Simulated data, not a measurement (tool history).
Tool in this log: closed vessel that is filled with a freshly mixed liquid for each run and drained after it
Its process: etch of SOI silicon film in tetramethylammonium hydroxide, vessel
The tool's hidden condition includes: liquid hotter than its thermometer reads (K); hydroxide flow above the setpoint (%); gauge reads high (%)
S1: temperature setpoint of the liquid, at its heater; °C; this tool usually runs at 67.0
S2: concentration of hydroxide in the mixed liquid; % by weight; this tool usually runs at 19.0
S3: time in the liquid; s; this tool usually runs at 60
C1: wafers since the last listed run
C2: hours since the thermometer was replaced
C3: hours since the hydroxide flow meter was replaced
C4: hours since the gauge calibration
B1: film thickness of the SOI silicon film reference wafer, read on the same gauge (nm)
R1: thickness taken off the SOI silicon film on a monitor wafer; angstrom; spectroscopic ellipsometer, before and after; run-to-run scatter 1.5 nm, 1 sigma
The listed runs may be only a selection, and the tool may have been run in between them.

run   hour    S1    S2  S3    C1      C2      C3     C4      B1      R1
  1    0.0  67.0  17.0  60     0   535.0  1029.4  453.0  121.76  2931.4
  2   36.2  67.0  17.0  60  3081   571.2  1065.6  489.2  121.87  2902.8
  3   72.6  67.0  17.0  60  3098   607.6  1102.0  525.6  122.03  2904.6
  4  140.1  67.0  19.0  60  5745   675.1  1169.5  593.1  122.27  2785.8
  5  205.5  67.0  19.0  60  5567   740.5  1234.9  658.5  122.49  2815.9
  6  244.8  67.0  19.0  60  3345   779.8  1274.2  697.8  122.63  2772.1
  7  290.3  67.0  19.0  60  3873   825.3  1319.7  743.3  122.76  2812.1
     332.3  -- gauge calibrated
  8  344.1  67.0  19.0  90  4579   879.1  1373.5   11.8  120.01  4115.4
     414.8  -- hydroxide flow meter replaced
  9  450.1  73.5  19.0  60  8937   985.1    35.3  117.8  120.38  4017.1
 10  500.4  61.0  13.5  90  4281  1035.4    85.6  168.1  120.57  3290.8
 11  540.5  67.0  19.0  60  3413  1075.5   125.7  208.2  120.69  2736.1
     583.7  -- thermometer replaced
 12  584.2  71.0  22.5  60  3634     0.5   169.4  251.9  120.87  3179.2
 13  645.0  67.0  19.0  60  5175    61.3   230.2  312.7  121.08  2746.1

Run 14 is up next; what results do you expect?
 14  712.6  74.0  15.5  75  5754  128.9  297.8  380.3   ?   ?

B1: 121.31
R1: 5601.3 angstrom
Were there no unlogged condition in the tool, this run, its random variation unchanged, would have produced R1 5540.6 angstrom.
